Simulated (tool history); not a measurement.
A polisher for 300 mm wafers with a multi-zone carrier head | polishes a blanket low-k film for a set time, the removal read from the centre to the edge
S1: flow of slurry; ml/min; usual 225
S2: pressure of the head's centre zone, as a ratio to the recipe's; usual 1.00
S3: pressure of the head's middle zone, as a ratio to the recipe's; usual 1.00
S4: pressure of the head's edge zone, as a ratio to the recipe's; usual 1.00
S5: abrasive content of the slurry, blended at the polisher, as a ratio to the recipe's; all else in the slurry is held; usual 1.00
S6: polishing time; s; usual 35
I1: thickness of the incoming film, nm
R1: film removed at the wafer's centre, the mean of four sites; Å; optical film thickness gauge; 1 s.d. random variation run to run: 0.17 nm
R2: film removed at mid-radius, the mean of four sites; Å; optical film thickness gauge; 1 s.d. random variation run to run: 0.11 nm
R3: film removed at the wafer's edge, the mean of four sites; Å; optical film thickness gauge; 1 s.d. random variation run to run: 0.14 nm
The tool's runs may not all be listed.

run 1 hour=0.0 | S1=225 S2=1.00 S3=1.00 S4=1.00 S5=1.00 S6=35 | I1=415.7 | R1=115 R2=118 R3=124
run 2 hour=11.1 | S1=225 S2=1.00 S3=1.00 S4=1.00 S5=1.00 S6=35 | I1=405.4 | R1=116 R2=115 R3=120
run 3 hour=24.8 | S1=225 S2=1.00 S3=1.06 S4=1.00 S5=1.00 S6=35 | I1=415.7 | R1=117 R2=120 R3=123
run 4 hour=51.3 | S1=225 S2=1.00 S3=1.06 S4=1.00 S5=1.00 S6=35 | I1=412.9 | R1=116 R2=121 R3=118
run 5 hour=58.9 | S1=225 S2=1.00 S3=1.00 S4=1.00 S5=1.00 S6=35 | I1=408.2 | R1=113 R2=114 R3=117
run 6 hour=66.4 | S1=225 S2=1.00 S3=1.00 S4=1.00 S5=1.00 S6=35 | I1=408.0 | R1=115 R2=115 R3=119
run 7 hour=72.8 | S1=225 S2=1.00 S3=1.00 S4=0.91 S5=1.00 S6=35 | I1=413.8 | R1=114 R2=114 R3=113
-- hour=90.0 worn pad replaced by a new one
-- hour=90.6 carrier head's membrane replaced by a new one, of another model than before
run 8 hour=91.1 | S1=225 S2=1.00 S3=1.00 S4=0.91 S5=1.00 S6=35 | I1=412.5 | R1=113 R2=111 R3=109
run 9 hour=98.7 | S1=225 S2=1.00 S3=1.00 S4=0.91 S5=1.00 S6=35 | I1=408.7 | R1=111 R2=114 R3=109
run 10 hour=113.2 | S1=225 S2=1.00 S3=1.09 S4=1.00 S5=1.00 S6=35 | I1=412.8 | R1=110 R2=117 R3=118
run 11 hour=123.6 | S1=225 S2=1.00 S3=1.00 S4=1.00 S5=0.70 S6=35 | I1=410.2 | R1=94 R2=94 R3=100
-- hour=133.4 slurry nozzle cleaned
run 12 hour=135.8 | S1=225 S2=1.00 S3=1.00 S4=1.00 S5=1.00 S6=35 | I1=411.2 | R1=125 R2=125 R3=128
run 13 hour=146.9 | S1=225 S2=1.05 S3=1.00 S4=1.00 S5=1.25 S6=35 | I1=411.2 | R1=145 R2=136 R3=141
run 14 hour=153.8 | S1=225 S2=1.00 S3=1.00 S4=1.11 S5=1.00 S6=35 | I1=417.6 | R1=127 R2=126 R3=139
-- hour=158.1 centre zone pressure recalibrated
-- hour=172.7 edge zone pressure recalibrated
run 15 hour=173.2 | S1=225 S2=1.00 S3=1.00 S4=1.00 S5=1.00 S6=35 | I1=406.6 | R1=125 R2=124 R3=127
run 16 hour=184.3 | S1=165 S2=1.00 S3=1.00 S4=1.00 S5=1.00 S6=35 | I1=407.7 | R1=119 R2=116 R3=124
run 17 hour=197.3 | S1=225 S2=1.04 S3=1.00 S4=1.00 S5=1.00 S6=25 | I1=408.1 | R1=92 R2=90 R3=89
run 18 hour=204.6 | S1=225 S2=1.00 S3=1.00 S4=1.00 S5=1.00 S6=35 | I1=411.1 | R1=124 R2=125 R3=128
run 19 hour=214.3 | S1=225 S2=1.12 S3=1.00 S4=1.00 S5=1.00 S6=35 | I1=411.5 | R1=134 R2=123 R3=125
run 20 hour=226.0 | S1=225 S2=1.00 S3=1.00 S4=1.00 S5=1.00 S6=46 | I1=405.7 | R1=165 R2=161 R3=169

Consider 4 possible next runs. They are alternatives, not a sequence: every one starts from the tool as it was left by run 20. What does each give?
run A hour=226.4 | S1=225 S2=1.00 S3=1.00 S4=1.00 S5=1.00 S6=32 | I1=414.4 | R1=? R2=? R3=?
run B hour=226.4 | S1=225 S2=1.00 S3=1.00 S4=1.00 S5=1.25 S6=35 | I1=414.4 | R1=? R2=? R3=?
run C hour=226.4 | S1=160 S2=0.94 S3=1.00 S4=1.00 S5=1.30 S6=35 | I1=414.4 | R1=? R2=? R3=?
run D hour=226.4 | S1=225 S2=1.00 S3=1.00 S4=1.00 S5=0.90 S6=35 | I1=414.4 | R1=? R2=? R3=?

run=A R1=118 R2=113 R3=115
run=B R1=141 R2=136 R3=138
run=C R1=128 R2=129 R3=133
run=D R1=123 R2=118 R3=120
Take away the tool's hidden state, keep each run's random variation, and the runs would have read:
run=A R1=120 R2=115 R3=117
run=B R1=144 R2=139 R3=140
run=C R1=132 R2=133 R3=136
run=D R1=125 R2=120 R3=122
